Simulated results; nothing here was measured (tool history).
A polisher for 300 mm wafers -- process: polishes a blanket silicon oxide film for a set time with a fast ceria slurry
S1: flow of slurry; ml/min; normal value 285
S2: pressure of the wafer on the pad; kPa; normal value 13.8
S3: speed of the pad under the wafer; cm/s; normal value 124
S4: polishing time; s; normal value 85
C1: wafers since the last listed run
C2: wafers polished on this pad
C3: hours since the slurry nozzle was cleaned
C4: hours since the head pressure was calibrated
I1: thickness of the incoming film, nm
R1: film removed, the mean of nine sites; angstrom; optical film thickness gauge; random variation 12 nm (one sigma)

| run | hour | S1 | S2 | S3 | S4 | C1 | C2 | C3 | C4 | I1 | R1 |
|---|---|---|---|---|---|---|---|---|---|---|---|
| 1 | 0 | 340 | 13.8 | 124 | 85 | 0 | 1507 | 462.1 | 596.3 | 3340.4 | 13455 |
|  | 55.1 | slurry nozzle cleaned |
| 2 | 59.2 | 285 | 13.8 | 124 | 85 | 662 | 2170 | 4.1 | 655.5 | 3425.5 | 13950 |
| 3 | 117.2 | 285 | 13.8 | 124 | 85 | 660 | 2830 | 62.1 | 713.5 | 3318 | 13876 |
| 4 | 216.6 | 285 | 13.8 | 124 | 85 | 1132 | 3963 | 161.5 | 812.9 | 3326.8 | 13827 |
|  | 280 | worn pad replaced by a new one |
| 5 | 319.9 | 285 | 13.8 | 124 | 85 | 1130 | 454 | 264.8 | 916.2 | 3357.1 | 13602 |
|  | 398.1 | head pressure recalibrated |
| 6 | 411.2 | 285 | 13.8 | 124 | 85 | 1017 | 1471 | 356.1 | 13.1 | 3363.2 | 13576 |
| 7 | 472.2 | 285 | 13.8 | 124 | 85 | 694 | 2166 | 417.1 | 74.1 | 3347.8 | 13173 |
| 8 | 509 | 285 | 13.8 | 124 | 85 | 419 | 2585 | 453.9 | 110.9 | 3321.5 | 13030 |
|  | 563.4 | slurry nozzle cleaned |
| 9 | 585.7 | 285 | 13.8 | 124 | 85 | 862 | 3447 | 22.3 | 187.6 | 3307.3 | 13835 |
| 10 | 697.5 | 285 | 13.8 | 124 | 85 | 1273 | 4721 | 134.1 | 299.4 | 3330.7 | 13950 |
| 11 | 744.5 | 285 | 13.8 | 124 | 85 | 535 | 5256 | 181.1 | 346.4 | 3321.5 | 13653 |
|  | 757.6 | worn pad replaced by a new one |
| 12 | 783.8 | 285 | 13.8 | 124 | 85 | 402 | 298 | 220.4 | 385.7 | 3338.5 | 13824 |
| 13 | 866.1 | 285 | 13.8 | 124 | 85 | 937 | 1236 | 302.7 | 468 | 3325.2 | 13646 |
| 14 | 906.5 | 285 | 13.8 | 124 | 85 | 460 | 1696 | 343.1 | 508.4 | 3375.4 | 13561 |
| 15 | 987.5 | 285 | 13.8 | 144 | 85 | 922 | 2618 | 424.1 | 589.4 | 3372.6 | 15091 |
| 16 | 1048.1 | 285 | 13.8 | 112 | 85 | 690 | 3309 | 484.7 | 650 | 3376.2 | 11790 |
|  | 1081 | slurry nozzle cleaned |
| 17 | 1114.7 | 330 | 12.4 | 146 | 57 | 747 | 4056 | 33.7 | 716.6 | 3350.8 | 10208 |
|  | 1209.5 | worn pad replaced by a new one |
| 18 | 1217.6 | 285 | 9.7 | 124 | 85 | 1126 | 92 | 136.6 | 819.5 | 3287.8 | 10499 |
| 19 | 1272 | 260 | 13.8 | 124 | 85 | 619 | 712 | 191 | 873.9 | 3323.6 | 13475 |
| 20 | 1359.8 | 285 | 9.7 | 124 | 66 | 999 | 1712 | 278.8 | 961.7 | 3362.6 | 8045 |
| 21 | 1405.1 | 340 | 11 | 124 | 85 | 515 | 2228 | 324.1 | 1007 | 3289 | 11548 |
| 22 | 1478 | 285 | 13.8 | 124 | 85 | 830 | 3058 | 397 | 1079.9 | 3395.7 | 13087 |
| 23 | 1524.9 | 240 | 13.8 | 124 | 85 | 534 | 3592 | 443.9 | 1126.8 | 3314.1 | 12627 |
|  | 1533.8 | slurry nozzle cleaned |
|  | 1628.3 | worn pad replaced by a new one |
| 24 | 1628.8 | 285 | 13.8 | 124 | 85 | 1126 | 5 | 95 | 1230.7 | 3372.1 | 13808 |
|  | 1643.7 | head pressure recalibrated |
| 25 | 1675.7 | 285 | 13.8 | 90 | 71 | 511 | 516 | 141.9 | 32 | 3377.4 | 8531 |
| 26 | 1752.6 | 315 | 15.9 | 148 | 97 | 875 | 1392 | 218.8 | 108.9 | 3334.5 | 21064 |
| 27 | 1789 | 325 | 13.8 | 124 | 85 | 414 | 1807 | 255.2 | 145.3 | 3297.7 | 13802 |
| 28 | 1883.5 | 285 | 13.8 | 166 | 85 | 1076 | 2883 | 349.7 | 239.8 | 3371.7 | 17668 |
| 29 | 1948.6 | 285 | 13.8 | 124 | 85 | 741 | 3625 | 414.8 | 304.9 | 3363.5 | 13354 |
| 30 | 2041.9 | 375 | 13.8 | 168 | 73 | 1062 | 4687 | 508.1 | 398.2 | 3341.9 | 15407 |
|  | 2057.4 | slurry nozzle cleaned |
|  | 2095.9 | worn pad replaced by a new one |
| 31 | 2147.2 | 215 | 18.6 | 124 | 85 | 1142 | 584 | 89.8 | 503.5 | 3318.3 | 17642 |
| 32 | 2191.8 | 240 | 17.2 | 90 | 101 | 507 | 1092 | 134.4 | 548.1 | 3288.1 | 14516 |
| 33 | 2293 | 285 | 13.8 | 124 | 102 | 1152 | 2245 | 235.6 | 649.3 | 3368.5 | 16421 |

Below, each run's measurement less what the same run would have read without the hidden state. Both values contain the same run-to-run variation, but the gauge's scatter may not be the same in both:
Hidden conditions of the tool in this case: removal rate lost through wear of the pad, %; slurry flow missing at the pad, %; deviation of the head's pressure from its setpoint, %.
| run | R1 |
|---|---|
| 1 | -811 |
| 2 | -72 |
| 3 | -82 |
| 4 | -148 |
| 5 | -295 |
| 6 | -541 |
| 7 | -790 |
| 8 | -1011 |
| 9 | -6 |
| 10 | -52 |
| 11 | -92 |
| 12 | -140 |
| 13 | -282 |
| 14 | -383 |
| 15 | -770 |
| 16 | -942 |
| 17 | -52 |
| 18 | -101 |
| 19 | -203 |
| 20 | -198 |
| 21 | -316 |
| 22 | -700 |
| 23 | -1123 |
| 24 | -69 |
| 25 | -62 |
| 26 | -257 |
| 27 | -214 |
| 28 | -615 |
| 29 | -728 |
| 30 | -1245 |
| 31 | -53 |
| 32 | -73 |
| 33 | -200 |
